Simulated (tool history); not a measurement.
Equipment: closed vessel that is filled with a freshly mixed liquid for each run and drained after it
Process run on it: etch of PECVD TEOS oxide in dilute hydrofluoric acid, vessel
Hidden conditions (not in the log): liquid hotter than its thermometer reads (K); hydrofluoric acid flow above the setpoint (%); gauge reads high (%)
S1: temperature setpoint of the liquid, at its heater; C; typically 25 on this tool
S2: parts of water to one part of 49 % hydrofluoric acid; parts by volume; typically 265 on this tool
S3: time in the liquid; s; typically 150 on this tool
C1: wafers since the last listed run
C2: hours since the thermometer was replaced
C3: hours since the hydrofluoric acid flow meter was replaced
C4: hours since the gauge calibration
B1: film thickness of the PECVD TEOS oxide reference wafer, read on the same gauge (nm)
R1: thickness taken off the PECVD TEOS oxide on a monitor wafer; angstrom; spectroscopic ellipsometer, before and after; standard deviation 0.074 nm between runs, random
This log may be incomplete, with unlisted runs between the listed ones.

| run | day | S1 | S2 | S3 | C1 | C2 | C3 | C4 | B1 | R1 |
|---|---|---|---|---|---|---|---|---|---|---|
| 1 | 0 | 26.5 | 265 | 150 | 0 | 758 | 153.3 | 66.5 | 60 | 140.1 |
| 2 | 2.688 | 26.5 | 265 | 150 | 3619 | 822.5 | 217.8 | 131 | 60 | 141.8 |
| 3 | 4.967 | 26.5 | 265 | 150 | 3069 | 877.2 | 272.5 | 185.7 | 60.01 | 142.2 |
| 4 | 6.525 | 21.5 | 265 | 150 | 2098 | 914.6 | 309.9 | 223.1 | 59.99 | 119.1 |
| 5 | 8.067 | 29 | 265 | 150 | 2076 | 951.6 | 346.9 | 260.1 | 60.02 | 154.4 |
|  | 9.379 | hydrofluoric acid flow meter replaced |
| 6 | 11.012 | 29 | 265 | 150 | 3911 | 1022.3 | 39.2 | 330.8 | 60.02 | 152.6 |
| 7 | 13.196 | 25 | 265 | 150 | 2940 | 1074.7 | 91.6 | 383.2 | 60 | 132.4 |
| 8 | 15.038 | 25 | 265 | 150 | 2480 | 1118.9 | 135.8 | 427.4 | 59.98 | 132.2 |
| 9 | 16.858 | 22 | 265 | 150 | 2452 | 1162.6 | 179.5 | 471.1 | 59.99 | 120.5 |
| 10 | 18.888 | 25 | 265 | 115 | 2732 | 1211.3 | 228.2 | 519.8 | 59.97 | 102.1 |
| 11 | 19.967 | 25 | 265 | 115 | 1453 | 1237.2 | 254.1 | 545.7 | 59.99 | 102.1 |
| 12 | 22.538 | 25 | 265 | 150 | 3462 | 1298.9 | 315.8 | 607.4 | 60.02 | 133.9 |
| 13 | 25.525 | 25 | 265 | 150 | 4023 | 1370.6 | 387.5 | 679.1 | 60 | 136.9 |
|  | 27.479 | hydrofluoric acid flow meter replaced |
| 14 | 27.867 | 25 | 265 | 150 | 3097 | 1426.8 | 9.3 | 735.3 | 60.01 | 131.1 |
| 15 | 30.062 | 28.5 | 265 | 150 | 2957 | 1479.5 | 62 | 788 | 60 | 149.8 |
| 16 | 31.546 | 25 | 265 | 150 | 1997 | 1515.1 | 97.6 | 823.6 | 60 | 133 |
| 17 | 33.617 | 29 | 170 | 150 | 2789 | 1564.8 | 147.3 | 873.3 | 60 | 264.6 |
| 18 | 36.317 | 25 | 265 | 60 | 3636 | 1629.6 | 212.1 | 938.1 | 60.01 | 53.2 |
| 19 | 41.196 | 25 | 170 | 150 | 6571 | 1746.7 | 329.2 | 1055.2 | 59.99 | 230.6 |
|  | 41.55 | thermometer replaced |
|  | 43.8 | hydrofluoric acid flow meter replaced |
| 20 | 49.021 | 20.5 | 205 | 195 | 10426 | 179.3 | 125.3 | 1243 | 60 | 199.6 |
| 21 | 51.188 | 25 | 265 | 205 | 2918 | 231.3 | 177.3 | 1295 | 60 | 183 |
| 22 | 52.404 | 23.5 | 300 | 150 | 1638 | 260.5 | 206.5 | 1324.2 | 60 | 108.1 |
| 23 | 54.571 | 28.5 | 325 | 125 | 2918 | 312.5 | 258.5 | 1376.2 | 60.02 | 97.3 |

Expected results for the next run?
| 24 | 56.7 | 25 | 265 | 150 | 2867 | 363.6 | 309.6 | 1427.3 | ? | ? |

{"run 24": {"B1": 60.01, "R1": 135.5}}
If the tool had no hidden condition, the same run with the same run-to-run variation would have returned R1 132 angstrom.

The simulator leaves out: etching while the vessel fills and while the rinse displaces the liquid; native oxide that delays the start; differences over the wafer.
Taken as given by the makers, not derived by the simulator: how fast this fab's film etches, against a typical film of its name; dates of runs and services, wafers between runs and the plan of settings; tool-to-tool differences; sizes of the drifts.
